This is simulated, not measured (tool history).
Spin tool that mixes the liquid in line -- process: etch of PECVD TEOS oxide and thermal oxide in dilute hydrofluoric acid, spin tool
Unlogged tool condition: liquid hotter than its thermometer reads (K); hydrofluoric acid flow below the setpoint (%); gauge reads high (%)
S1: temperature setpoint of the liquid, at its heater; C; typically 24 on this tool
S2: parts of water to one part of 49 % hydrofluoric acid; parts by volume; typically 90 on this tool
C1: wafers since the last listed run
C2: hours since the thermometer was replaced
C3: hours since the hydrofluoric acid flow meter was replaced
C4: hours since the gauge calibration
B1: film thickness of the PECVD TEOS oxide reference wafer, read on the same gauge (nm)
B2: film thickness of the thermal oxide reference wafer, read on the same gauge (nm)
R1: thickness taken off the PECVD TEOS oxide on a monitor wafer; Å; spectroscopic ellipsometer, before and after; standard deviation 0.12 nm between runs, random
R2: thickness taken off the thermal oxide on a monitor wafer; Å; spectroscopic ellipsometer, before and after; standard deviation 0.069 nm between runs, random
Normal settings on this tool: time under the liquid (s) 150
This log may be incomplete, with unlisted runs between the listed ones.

{"run": 1, "hour": 0.0, "S1": 24, "S2": 90, "time under the liquid (s)": 150, "C1": 0, "C2": 340, "C3": 241.7, "C4": 1385.1, "B1": 81.54, "B2": 132.53, "R1": 297.7, "R2": 83.4}
{"run": 2, "hour": 60.4, "S1": 22, "S2": 90, "time under the liquid (s)": 150, "C1": 569, "C2": 400.4, "C3": 302.1, "C4": 1445.5, "B1": 81.61, "B2": 132.64, "R1": 272.7, "R2": 78.6}
{"run": 3, "hour": 112.0, "S1": 24, "S2": 90, "time under the liquid (s)": 150, "C1": 486, "C2": 452, "C3": 353.7, "C4": 1497.1, "B1": 81.71, "B2": 132.76, "R1": 295.6, "R2": 84.9}
{"run": 4, "hour": 190.6, "S1": 24, "S2": 90, "time under the liquid (s)": 150, "C1": 741, "C2": 530.6, "C3": 432.3, "C4": 1575.7, "B1": 81.8, "B2": 132.94, "R1": 297.7, "R2": 85.5}
{"run": 5, "hour": 269.4, "S1": 24, "S2": 90, "time under the liquid (s)": 150, "C1": 743, "C2": 609.4, "C3": 511.1, "C4": 1654.5, "B1": 81.89, "B2": 133.07, "R1": 298.1, "R2": 85}
{"run": 6, "hour": 558.4, "S1": 24, "S2": 80, "time under the liquid (s)": 150, "C1": 2725, "C2": 898.4, "C3": 800.1, "C4": 1943.5, "B1": 82.28, "B2": 133.71, "R1": 340.3, "R2": 96.7}
{"run": 7, "hour": 665.2, "S1": 24, "S2": 80, "time under the liquid (s)": 150, "C1": 1007, "C2": 1005.2, "C3": 906.9, "C4": 2050.3, "B1": 82.41, "B2": 133.94, "R1": 340.7, "R2": 97.4}
{"run": 8, "hour": 757.4, "S1": 24, "S2": 90, "time under the liquid (s)": 150, "C1": 869, "C2": 1097.4, "C3": 999.1, "C4": 2142.5, "B1": 82.53, "B2": 134.14, "R1": 300.2, "R2": 84.8}
{"run": 9, "hour": 854.3, "S1": 24, "S2": 90, "time under the liquid (s)": 150, "C1": 913, "C2": 1194.3, "C3": 1096, "C4": 2239.4, "B1": 82.66, "B2": 134.35, "R1": 301.9, "R2": 84.8}
{"run": 10, "hour": 952.2, "S1": 24, "S2": 90, "time under the liquid (s)": 150, "C1": 923, "C2": 1292.2, "C3": 1193.9, "C4": 2337.3, "B1": 82.77, "B2": 134.56, "R1": 300.7, "R2": 86.3}
{"hour": 1004.1, "done": "thermometer replaced"}
{"run": 11, "hour": 1043.7, "S1": 24, "S2": 90, "time under the liquid (s)": 150, "C1": 853, "C2": 39.6, "C3": 1285.4, "C4": 2428.8, "B1": 82.89, "B2": 134.76, "R1": 300.7, "R2": 85.7}
{"run": 12, "hour": 1103.7, "S1": 24, "S2": 90, "time under the liquid (s)": 150, "C1": 565, "C2": 99.6, "C3": 1345.4, "C4": 2488.8, "B1": 82.99, "B2": 134.83, "R1": 303.1, "R2": 86.6}
{"hour": 1119.4, "done": "gauge calibrated"}
{"run": 13, "hour": 1171.3, "S1": 22.5, "S2": 55, "time under the liquid (s)": 205, "C1": 637, "C2": 167.2, "C3": 1413, "C4": 51.9, "B1": 80.13, "B2": 130.17, "R1": 634.4, "R2": 182.9}
{"run": 14, "hour": 1216.8, "S1": 24, "S2": 90, "time under the liquid (s)": 60, "C1": 429, "C2": 212.7, "C3": 1458.5, "C4": 97.4, "B1": 80.14, "B2": 130.25, "R1": 116.5, "R2": 33.4}
{"run": 15, "hour": 1289.8, "S1": 22, "S2": 90, "time under the liquid (s)": 200, "C1": 688, "C2": 285.7, "C3": 1531.5, "C4": 170.4, "B1": 80.22, "B2": 130.42, "R1": 355.8, "R2": 102.6}
{"run": 16, "hour": 1345.6, "S1": 19, "S2": 115, "time under the liquid (s)": 215, "C1": 526, "C2": 341.5, "C3": 1587.3, "C4": 226.2, "B1": 80.31, "B2": 130.51, "R1": 259.1, "R2": 73.5}
{"run": 17, "hour": 1435.4, "S1": 24, "S2": 115, "time under the liquid (s)": 150, "C1": 846, "C2": 431.3, "C3": 1677.1, "C4": 316, "B1": 80.45, "B2": 130.7, "R1": 221.9, "R2": 63.7}
{"run": 18, "hour": 1506.6, "S1": 21.5, "S2": 70, "time under the liquid (s)": 150, "C1": 671, "C2": 502.5, "C3": 1748.3, "C4": 387.2, "B1": 80.54, "B2": 130.87, "R1": 347.2, "R2": 99.8}
{"hour": 1542.5, "done": "hydrofluoric acid flow meter replaced"}
{"run": 19, "hour": 1560.4, "S1": 26, "S2": 110, "time under the liquid (s)": 205, "C1": 497, "C2": 556.3, "C3": 17.9, "C4": 441, "B1": 80.58, "B2": 130.94, "R1": 343.7, "R2": 98.2}
{"run": 20, "hour": 1658.1, "S1": 24, "S2": 90, "time under the liquid (s)": 150, "C1": 921, "C2": 654, "C3": 115.6, "C4": 538.7, "B1": 80.72, "B2": 131.18, "R1": 295.2, "R2": 84.6}
{"run": 21, "hour": 1744.9, "S1": 24, "S2": 90, "time under the liquid (s)": 150, "C1": 818, "C2": 740.8, "C3": 202.4, "C4": 625.5, "B1": 80.84, "B2": 131.38, "R1": 294, "R2": 83.3}
{"run": 22, "hour": 1845.8, "S1": 24, "S2": 90, "time under the liquid (s)": 150, "C1": 951, "C2": 841.7, "C3": 303.3, "C4": 726.4, "B1": 80.97, "B2": 131.57, "R1": 292.8, "R2": 84.4}
{"run": 23, "hour": 1937.2, "S1": 24, "S2": 50, "time under the liquid (s)": 150, "C1": 862, "C2": 933.1, "C3": 394.7, "C4": 817.8, "B1": 81.1, "B2": 131.75, "R1": 558.3, "R2": 158.3}
{"run": 24, "hour": 2014.2, "S1": 24, "S2": 90, "time under the liquid (s)": 70, "C1": 726, "C2": 1010.1, "C3": 471.7, "C4": 894.8, "B1": 81.18, "B2": 131.92, "R1": 136.9, "R2": 39.5}
{"run": 25, "hour": 2087.0, "S1": 19.5, "S2": 60, "time under the liquid (s)": 125, "C1": 686, "C2": 1082.9, "C3": 544.5, "C4": 967.6, "B1": 81.28, "B2": 132.03, "R1": 318, "R2": 90.3}
{"run": 26, "hour": 2130.0, "S1": 27, "S2": 75, "time under the liquid (s)": 90, "C1": 405, "C2": 1125.9, "C3": 587.5, "C4": 1010.6, "B1": 81.33, "B2": 132.17, "R1": 243.9, "R2": 69.5}
{"run": 27, "hour": 2170.5, "S1": 20, "S2": 90, "time under the liquid (s)": 75, "C1": 381, "C2": 1166.4, "C3": 628, "C4": 1051.1, "B1": 81.37, "B2": 132.25, "R1": 126, "R2": 35.5}

What if the next run were any one of these 3? Each begins from the tool's condition after run 27:
{"run": "A", "hour": 2171.0, "S1": 24, "S2": 90, "time under the liquid (s)": 150, "C1": 4, "C2": 1166.9, "C3": 628.5, "C4": 1051.6, "B1": "?", "B2": "?", "R1": "?", "R2": "?"}
{"run": "B", "hour": 2171.0, "S1": 24, "S2": 135, "time under the liquid (s)": 150, "C1": 4, "C2": 1166.9, "C3": 628.5, "C4": 1051.6, "B1": "?", "B2": "?", "R1": "?", "R2": "?"}
{"run": "C", "hour": 2171.0, "S1": 27, "S2": 70, "time under the liquid (s)": 150, "C1": 4, "C2": 1166.9, "C3": 628.5, "C4": 1051.6, "B1": "?", "B2": "?", "R1": "?", "R2": "?"}

run=A B1=81.4 B2=132.26 R1=296.4 R2=85.5
run=B B1=81.4 B2=132.26 R1=187.2 R2=54
run=C B1=81.4 B2=132.26 R1=440.7 R2=127.1
What these runs would have given with no unlogged condition in the tool:
run=A R1=291.3 R2=84
run=B R1=184 R2=53
run=C R1=433.2 R2=124.9
